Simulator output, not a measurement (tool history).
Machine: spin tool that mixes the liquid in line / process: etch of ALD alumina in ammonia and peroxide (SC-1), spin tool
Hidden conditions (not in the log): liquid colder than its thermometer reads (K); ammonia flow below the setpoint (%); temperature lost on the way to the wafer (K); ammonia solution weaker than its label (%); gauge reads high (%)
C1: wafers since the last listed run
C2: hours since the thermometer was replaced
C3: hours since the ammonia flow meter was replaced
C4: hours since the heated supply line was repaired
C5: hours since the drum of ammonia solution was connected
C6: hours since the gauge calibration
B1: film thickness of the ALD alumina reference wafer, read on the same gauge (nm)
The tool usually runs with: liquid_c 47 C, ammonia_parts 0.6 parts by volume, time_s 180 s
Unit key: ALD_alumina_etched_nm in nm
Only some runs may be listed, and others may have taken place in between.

{"run": 1, "hour": 0.0, "liquid_c": 47, "ammonia_parts": 0.6, "time_s": 215, "C1": 0, "C2": 2922.7, "C3": 319.6, "C4": 251.7, "C5": 931.1, "C6": 293.7, "B1": 150.01, "ALD_alumina_etched_nm": 6.44}
{"run": 2, "hour": 45.9, "liquid_c": 47, "ammonia_parts": 0.6, "time_s": 180, "C1": 380, "C2": 2968.6, "C3": 365.5, "C4": 297.6, "C5": 977, "C6": 339.6, "B1": 150.04, "ALD_alumina_etched_nm": 5.54}
{"run": 3, "hour": 86.0, "liquid_c": 42.5, "ammonia_parts": 0.5, "time_s": 245, "C1": 332, "C2": 3008.7, "C3": 405.6, "C4": 337.7, "C5": 1017.1, "C6": 379.7, "B1": 149.99, "ALD_alumina_etched_nm": 5.66}
{"run": 4, "hour": 115.0, "liquid_c": 39.5, "ammonia_parts": 0.7, "time_s": 135, "C1": 240, "C2": 3037.7, "C3": 434.6, "C4": 366.7, "C5": 1046.1, "C6": 408.7, "B1": 150.02, "ALD_alumina_etched_nm": 2.72}
{"run": 5, "hour": 173.4, "liquid_c": 47, "ammonia_parts": 0.75, "time_s": 245, "C1": 484, "C2": 3096.1, "C3": 493, "C4": 425.1, "C5": 1104.5, "C6": 467.1, "B1": 149.95, "ALD_alumina_etched_nm": 7.7}
{"run": 6, "hour": 240.5, "liquid_c": 47, "ammonia_parts": 0.6, "time_s": 180, "C1": 556, "C2": 3163.2, "C3": 560.1, "C4": 492.2, "C5": 1171.6, "C6": 534.2, "B1": 150.03, "ALD_alumina_etched_nm": 5.4}
{"hour": 243.6, "done": "new drum of ammonia solution connected"}
{"run": 7, "hour": 308.7, "liquid_c": 50.5, "ammonia_parts": 0.45, "time_s": 180, "C1": 557, "C2": 3231.4, "C3": 628.3, "C4": 560.4, "C5": 65.1, "C6": 602.4, "B1": 150.02, "ALD_alumina_etched_nm": 6.4}
{"run": 8, "hour": 356.2, "liquid_c": 53, "ammonia_parts": 0.3, "time_s": 235, "C1": 393, "C2": 3278.9, "C3": 675.8, "C4": 607.9, "C5": 112.6, "C6": 649.9, "B1": 150, "ALD_alumina_etched_nm": 9.33}
{"run": 9, "hour": 388.7, "liquid_c": 41, "ammonia_parts": 0.4, "time_s": 265, "C1": 269, "C2": 3311.4, "C3": 708.3, "C4": 640.4, "C5": 145.1, "C6": 682.4, "B1": 150.03, "ALD_alumina_etched_nm": 5.38}
{"run": 10, "hour": 452.9, "liquid_c": 43.5, "ammonia_parts": 0.7, "time_s": 180, "C1": 532, "C2": 3375.6, "C3": 772.5, "C4": 704.6, "C5": 209.3, "C6": 746.6, "B1": 150, "ALD_alumina_etched_nm": 4.47}
{"hour": 454.8, "done": "thermometer replaced"}
{"run": 11, "hour": 505.4, "liquid_c": 40, "ammonia_parts": 0.35, "time_s": 260, "C1": 427, "C2": 50.6, "C3": 825, "C4": 757.1, "C5": 261.8, "C6": 799.1, "B1": 150.01, "ALD_alumina_etched_nm": 5.23}
{"run": 12, "hour": 574.0, "liquid_c": 54, "ammonia_parts": 0.6, "time_s": 130, "C1": 568, "C2": 119.2, "C3": 893.6, "C4": 825.7, "C5": 330.4, "C6": 867.7, "B1": 150, "ALD_alumina_etched_nm": 6.19}
{"run": 13, "hour": 610.1, "liquid_c": 47, "ammonia_parts": 0.6, "time_s": 180, "C1": 299, "C2": 155.3, "C3": 929.7, "C4": 861.8, "C5": 366.5, "C6": 903.8, "B1": 150.03, "ALD_alumina_etched_nm": 5.84}
{"hour": 673.5, "done": "ammonia flow meter replaced"}
{"run": 14, "hour": 680.5, "liquid_c": 56, "ammonia_parts": 0.6, "time_s": 240, "C1": 575, "C2": 225.7, "C3": 7, "C4": 932.2, "C5": 436.9, "C6": 974.2, "B1": 149.99, "ALD_alumina_etched_nm": 12.51}
{"hour": 716.3, "done": "heated supply line repaired"}
{"run": 15, "hour": 730.1, "liquid_c": 47, "ammonia_parts": 0.45, "time_s": 180, "C1": 403, "C2": 275.3, "C3": 56.6, "C4": 13.8, "C5": 486.5, "C6": 1023.8, "B1": 149.99, "ALD_alumina_etched_nm": 5.68}
{"run": 16, "hour": 782.1, "liquid_c": 52, "ammonia_parts": 0.6, "time_s": 80, "C1": 431, "C2": 327.3, "C3": 108.6, "C4": 65.8, "C5": 538.5, "C6": 1075.8, "B1": 150.01, "ALD_alumina_etched_nm": 3.42}
{"run": 17, "hour": 823.4, "liquid_c": 42, "ammonia_parts": 0.4, "time_s": 180, "C1": 342, "C2": 368.6, "C3": 149.9, "C4": 107.1, "C5": 579.8, "C6": 1117.1, "B1": 150.02, "ALD_alumina_etched_nm": 4.19}
{"run": 18, "hour": 894.0, "liquid_c": 54, "ammonia_parts": 0.8, "time_s": 140, "C1": 585, "C2": 439.2, "C3": 220.5, "C4": 177.7, "C5": 650.4, "C6": 1187.7, "B1": 150.06, "ALD_alumina_etched_nm": 6.84}
{"run": 19, "hour": 959.4, "liquid_c": 47, "ammonia_parts": 0.6, "time_s": 180, "C1": 542, "C2": 504.6, "C3": 285.9, "C4": 243.1, "C5": 715.8, "C6": 1253.1, "B1": 149.98, "ALD_alumina_etched_nm": 5.75}
{"run": 20, "hour": 988.3, "liquid_c": 52, "ammonia_parts": 0.6, "time_s": 80, "C1": 239, "C2": 533.5, "C3": 314.8, "C4": 272, "C5": 744.7, "C6": 1282, "B1": 150.03, "ALD_alumina_etched_nm": 3.43}
{"run": 21, "hour": 1054.7, "liquid_c": 47, "ammonia_parts": 0.3, "time_s": 80, "C1": 550, "C2": 599.9, "C3": 381.2, "C4": 338.4, "C5": 811.1, "C6": 1348.4, "B1": 150.02, "ALD_alumina_etched_nm": 2.41}
{"run": 22, "hour": 1081.2, "liquid_c": 56, "ammonia_parts": 0.4, "time_s": 275, "C1": 219, "C2": 626.4, "C3": 407.7, "C4": 364.9, "C5": 837.6, "C6": 1374.9, "B1": 150.03, "ALD_alumina_etched_nm": 13.9}
{"run": 23, "hour": 1144.3, "liquid_c": 47, "ammonia_parts": 0.6, "time_s": 215, "C1": 523, "C2": 689.5, "C3": 470.8, "C4": 428, "C5": 900.7, "C6": 1438, "B1": 150, "ALD_alumina_etched_nm": 6.83}
{"run": 24, "hour": 1211.4, "liquid_c": 47, "ammonia_parts": 0.5, "time_s": 180, "C1": 556, "C2": 756.6, "C3": 537.9, "C4": 495.1, "C5": 967.8, "C6": 1505.1, "B1": 149.97, "ALD_alumina_etched_nm": 5.71}

5 options for the next run, each taken on its own from the tool as it stands now. Forecast them:
{"run": "A", "hour": 1211.9, "liquid_c": 47, "ammonia_parts": 0.6, "time_s": 250, "C1": 4, "C2": 757.1, "C3": 538.4, "C4": 495.6, "C5": 968.3, "C6": 1505.6, "B1": "?", "ALD_alumina_etched_nm": "?"}
{"run": "B", "hour": 1211.9, "liquid_c": 54, "ammonia_parts": 0.8, "time_s": 80, "C1": 4, "C2": 757.1, "C3": 538.4, "C4": 495.6, "C5": 968.3, "C6": 1505.6, "B1": "?", "ALD_alumina_etched_nm": "?"}
{"run": "C", "hour": 1211.9, "liquid_c": 51.5, "ammonia_parts": 0.6, "time_s": 80, "C1": 4, "C2": 757.1, "C3": 538.4, "C4": 495.6, "C5": 968.3, "C6": 1505.6, "B1": "?", "ALD_alumina_etched_nm": "?"}
{"run": "D", "hour": 1211.9, "liquid_c": 50.5, "ammonia_parts": 0.4, "time_s": 85, "C1": 4, "C2": 757.1, "C3": 538.4, "C4": 495.6, "C5": 968.3, "C6": 1505.6, "B1": "?", "ALD_alumina_etched_nm": "?"}
{"run": "E", "hour": 1211.9, "liquid_c": 38, "ammonia_parts": 0.4, "time_s": 100, "C1": 4, "C2": 757.1, "C3": 538.4, "C4": 495.6, "C5": 968.3, "C6": 1505.6, "B1": "?", "ALD_alumina_etched_nm": "?"}

run=A B1=149.98 ALD_alumina_etched_nm=8
run=B B1=149.98 ALD_alumina_etched_nm=3.87
run=C B1=149.98 ALD_alumina_etched_nm=3.29
run=D B1=149.98 ALD_alumina_etched_nm=3.18
run=E B1=149.98 ALD_alumina_etched_nm=1.82
With the hidden condition removed and each run's random variation left untouched, the same runs would have given:
run=A ALD_alumina_etched_nm=8.18
run=B ALD_alumina_etched_nm=3.95
run=C ALD_alumina_etched_nm=3.36
run=D ALD_alumina_etched_nm=3.25
run=E ALD_alumina_etched_nm=1.87
